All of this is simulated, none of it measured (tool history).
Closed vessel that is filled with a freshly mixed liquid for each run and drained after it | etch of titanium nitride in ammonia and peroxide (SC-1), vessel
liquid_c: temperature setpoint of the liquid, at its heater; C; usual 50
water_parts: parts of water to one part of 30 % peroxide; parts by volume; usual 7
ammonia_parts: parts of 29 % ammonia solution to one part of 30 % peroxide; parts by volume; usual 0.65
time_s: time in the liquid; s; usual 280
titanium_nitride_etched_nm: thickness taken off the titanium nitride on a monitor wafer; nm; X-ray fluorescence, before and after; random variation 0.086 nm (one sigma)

run,day,liquid_c,water_parts,ammonia_parts,time_s,"read-back film thickness of the titanium nitride reference wafer, read on the same gauge (nm)",titanium_nitride_etched_nm
1,0,50,7,0.65,280,61.49,12.56
2,1.712,50,7,0.65,280,61.59,12.63
3,4.092,50,7,0.65,280,61.76,12.59
4,6.617,50,7,0.65,280,61.88,12.6
5,9.046,50,7,0.65,280,62.04,12.68
6,11.988,50,7,0.65,280,62.19,12.78
# day 12.508: new drum of ammonia solution connected
# day 15.421: gauge calibrated
# day 17.117: ammonia flow meter replaced
7,17.538,50,9.5,0.65,280,60.04,10.57
8,20.254,50,9.5,0.65,280,60.19,10.53
9,22.188,50,9.5,0.65,280,60.35,10.58
10,23.55,55,7,0.9,280,60.4,18.52
11,24.771,47,7,0.65,280,60.46,9.97
12,26.933,50,7,0.9,280,60.59,13.16
# day 27.271: thermometer replaced
13,28.954,50,5,0.9,280,60.7,15.07
14,31.146,50,7,0.65,185,60.85,8.18
15,33.079,50,7,0.65,280,60.92,12.55
16,34.312,50,7,0.65,280,60.99,12.48
17,37.508,43.5,7,0.9,280,61.23,8.2
18,39.858,50,7,0.65,130,61.32,5.87
19,40.946,41.5,9,0.65,365,61.39,7.92

Measured less the same run without the tool's hidden state. The same run-to-run variation is in both; the gauge's scatter may not be:
The hidden state here: liquid colder than its thermometer reads (K); ammonia flow below the setpoint (%); ammonia solution weaker than its label (%); gauge reads high (%).
run,titanium_nitride_etched_nm
1,+0.31
2,+0.33
3,+0.36
4,+0.39
5,+0.42
6,+0.45
7,+0.01
8,+0.04
9,+0.06
10,+0.12
11,+0.08
12,+0.13
13,+0.18
14,+0.11
15,+0.19
16,+0.2
17,+0.16
18,+0.13
19,+0.18
